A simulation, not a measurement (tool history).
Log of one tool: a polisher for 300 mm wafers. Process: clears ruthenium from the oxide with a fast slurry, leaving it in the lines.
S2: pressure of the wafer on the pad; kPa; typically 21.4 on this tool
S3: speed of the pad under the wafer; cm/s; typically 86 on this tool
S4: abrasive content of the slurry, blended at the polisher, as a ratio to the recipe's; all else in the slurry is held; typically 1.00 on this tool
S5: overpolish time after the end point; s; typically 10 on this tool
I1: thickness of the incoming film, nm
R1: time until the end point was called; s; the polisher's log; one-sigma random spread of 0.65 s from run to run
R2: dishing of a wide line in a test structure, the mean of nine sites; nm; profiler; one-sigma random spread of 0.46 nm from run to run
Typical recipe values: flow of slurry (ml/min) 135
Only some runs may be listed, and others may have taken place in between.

{"run": 1, "hour": 0.0, "flow of slurry (ml/min)": 135, "S2": 21.4, "S3": 86, "S4": 1.0, "S5": 10, "I1": 181.2, "R1": 50.6, "R2": 29.7}
{"run": 2, "hour": 18.3, "flow of slurry (ml/min)": 135, "S2": 21.4, "S3": 86, "S4": 1.0, "S5": 10, "I1": 182.7, "R1": 53.6, "R2": 29.6}
{"hour": 34.2, "done": "worn pad replaced by a new one"}
{"hour": 46.0, "done": "slurry blender recalibrated"}
{"run": 3, "hour": 49.3, "flow of slurry (ml/min)": 135, "S2": 21.4, "S3": 86, "S4": 1.0, "S5": 10, "I1": 179.6, "R1": 45.6, "R2": 33.4}
{"run": 4, "hour": 77.0, "flow of slurry (ml/min)": 135, "S2": 25.5, "S3": 86, "S4": 1.15, "S5": 10, "I1": 182.5, "R1": 36.1, "R2": 41.6}
{"run": 5, "hour": 101.9, "flow of slurry (ml/min)": 135, "S2": 25.5, "S3": 86, "S4": 1.15, "S5": 10, "I1": 177.7, "R1": 35.4, "R2": 41.2}
{"hour": 127.5, "done": "head pressure recalibrated"}
{"run": 6, "hour": 133.6, "flow of slurry (ml/min)": 135, "S2": 21.4, "S3": 86, "S4": 1.15, "S5": 10, "I1": 182.4, "R1": 45.1, "R2": 34.4}
{"run": 7, "hour": 168.6, "flow of slurry (ml/min)": 135, "S2": 21.4, "S3": 86, "S4": 1.0, "S5": 10, "I1": 177.5, "R1": 48.1, "R2": 30.6}
{"hour": 237.7, "done": "worn pad replaced by a new one"}
{"run": 8, "hour": 259.2, "flow of slurry (ml/min)": 135, "S2": 21.4, "S3": 86, "S4": 1.0, "S5": 10, "I1": 179.1, "R1": 45.6, "R2": 33.8}
{"run": 9, "hour": 284.2, "flow of slurry (ml/min)": 105, "S2": 21.4, "S3": 110, "S4": 1.25, "S5": 12, "I1": 181.7, "R1": 32.8, "R2": 52.2}
{"run": 10, "hour": 298.0, "flow of slurry (ml/min)": 150, "S2": 25.5, "S3": 108, "S4": 1.0, "S5": 12, "I1": 181.1, "R1": 30.9, "R2": 54.8}
{"run": 11, "hour": 321.6, "flow of slurry (ml/min)": 105, "S2": 18.6, "S3": 102, "S4": 1.0, "S5": 12, "I1": 179.9, "R1": 47.8, "R2": 37.8}
{"hour": 332.7, "done": "slurry nozzle cleaned"}
{"run": 12, "hour": 347.6, "flow of slurry (ml/min)": 135, "S2": 21.4, "S3": 86, "S4": 1.15, "S5": 5, "I1": 182.6, "R1": 44.1, "R2": 17.5}
{"run": 13, "hour": 368.4, "flow of slurry (ml/min)": 135, "S2": 17.9, "S3": 86, "S4": 1.25, "S5": 10, "I1": 180.7, "R1": 51.6, "R2": 29.7}
{"run": 14, "hour": 389.2, "flow of slurry (ml/min)": 135, "S2": 21.4, "S3": 86, "S4": 1.0, "S5": 10, "I1": 177.3, "R1": 48.9, "R2": 31.6}
{"run": 15, "hour": 405.2, "flow of slurry (ml/min)": 135, "S2": 21.4, "S3": 86, "S4": 1.0, "S5": 10, "I1": 179.0, "R1": 49.3, "R2": 30.0}
{"run": 16, "hour": 434.5, "flow of slurry (ml/min)": 135, "S2": 21.4, "S3": 86, "S4": 1.0, "S5": 10, "I1": 177.2, "R1": 49.3, "R2": 30.3}
{"run": 17, "hour": 463.3, "flow of slurry (ml/min)": 135, "S2": 21.4, "S3": 108, "S4": 1.1, "S5": 10, "I1": 181.7, "R1": 38.9, "R2": 38.7}
{"hour": 469.0, "done": "slurry blender recalibrated"}
{"hour": 478.5, "done": "worn pad replaced by a new one"}
{"run": 18, "hour": 484.8, "flow of slurry (ml/min)": 175, "S2": 21.4, "S3": 86, "S4": 1.0, "S5": 10, "I1": 177.8, "R1": 43.7, "R2": 34.5}
{"run": 19, "hour": 513.5, "flow of slurry (ml/min)": 135, "S2": 21.4, "S3": 86, "S4": 1.0, "S5": 10, "I1": 180.6, "R1": 46.1, "R2": 32.4}
{"run": 20, "hour": 546.3, "flow of slurry (ml/min)": 135, "S2": 21.4, "S3": 86, "S4": 1.0, "S5": 6, "I1": 176.4, "R1": 46.3, "R2": 19.9}
{"run": 21, "hour": 560.2, "flow of slurry (ml/min)": 135, "S2": 21.4, "S3": 86, "S4": 1.1, "S5": 10, "I1": 179.0, "R1": 45.2, "R2": 33.0}
{"run": 22, "hour": 591.4, "flow of slurry (ml/min)": 135, "S2": 21.4, "S3": 86, "S4": 0.85, "S5": 10, "I1": 181.7, "R1": 56.2, "R2": 28.0}
{"run": 23, "hour": 607.4, "flow of slurry (ml/min)": 115, "S2": 21.4, "S3": 98, "S4": 1.0, "S5": 7, "I1": 178.6, "R1": 43.7, "R2": 24.3}
{"run": 24, "hour": 637.2, "flow of slurry (ml/min)": 170, "S2": 27.6, "S3": 102, "S4": 1.25, "S5": 10, "I1": 179.4, "R1": 27.2, "R2": 51.4}
{"run": 25, "hour": 665.3, "flow of slurry (ml/min)": 95, "S2": 21.4, "S3": 68, "S4": 1.0, "S5": 10, "I1": 179.7, "R1": 67.4, "R2": 23.1}
{"hour": 700.9, "done": "worn pad replaced by a new one"}
{"run": 26, "hour": 701.4, "flow of slurry (ml/min)": 165, "S2": 21.4, "S3": 70, "S4": 1.1, "S5": 5, "I1": 181.5, "R1": 50.7, "R2": 15.4}
{"run": 27, "hour": 724.4, "flow of slurry (ml/min)": 135, "S2": 21.4, "S3": 86, "S4": 1.15, "S5": 10, "I1": 180.0, "R1": 42.7, "R2": 36.0}
{"run": 28, "hour": 749.2, "flow of slurry (ml/min)": 135, "S2": 21.4, "S3": 86, "S4": 0.9, "S5": 10, "I1": 178.9, "R1": 48.6, "R2": 29.9}
{"run": 29, "hour": 769.0, "flow of slurry (ml/min)": 135, "S2": 21.4, "S3": 86, "S4": 1.0, "S5": 10, "I1": 181.2, "R1": 46.3, "R2": 32.4}

Some steps in R1, run to run, broken into two amounts with sign: the step expected even without the hidden condition (settings, incoming material, random variation), and the rest, left for the hidden condition together with whatever gauge scatter is not in both the measured and the hidden-condition-free result:
Hidden state present: removal rate lost through wear of the pad, %; slurry flow missing at the pad, %; deviation of the head's pressure from its setpoint, %; abrasive missing from the slurry, %.
Run 2 -> 3: worn pad replaced by a new one, slurry blender recalibrated. R1 -8.0 s: hidden state -6.8, all else -1.2.
Run 10 -> 11: flow of slurry (ml/min) 150 -> 105, S2 25.5 -> 18.6, S3 108 -> 102. R1 +16.9 s: hidden state +1.4, all else +15.5.
Run 24 -> 25: flow of slurry (ml/min) 170 -> 95, S2 27.6 -> 21.4, S3 102 -> 68, S4 1.25 -> 1.00. R1 +40.2 s: hidden state +5.2, all else +35.0.
Run 25 -> 26: flow of slurry (ml/min) 95 -> 165, S3 68 -> 70, S4 1.00 -> 1.10, S5 10 -> 5, worn pad replaced by a new one. R1 -16.7 s: hidden state -7.5, all else -9.2.
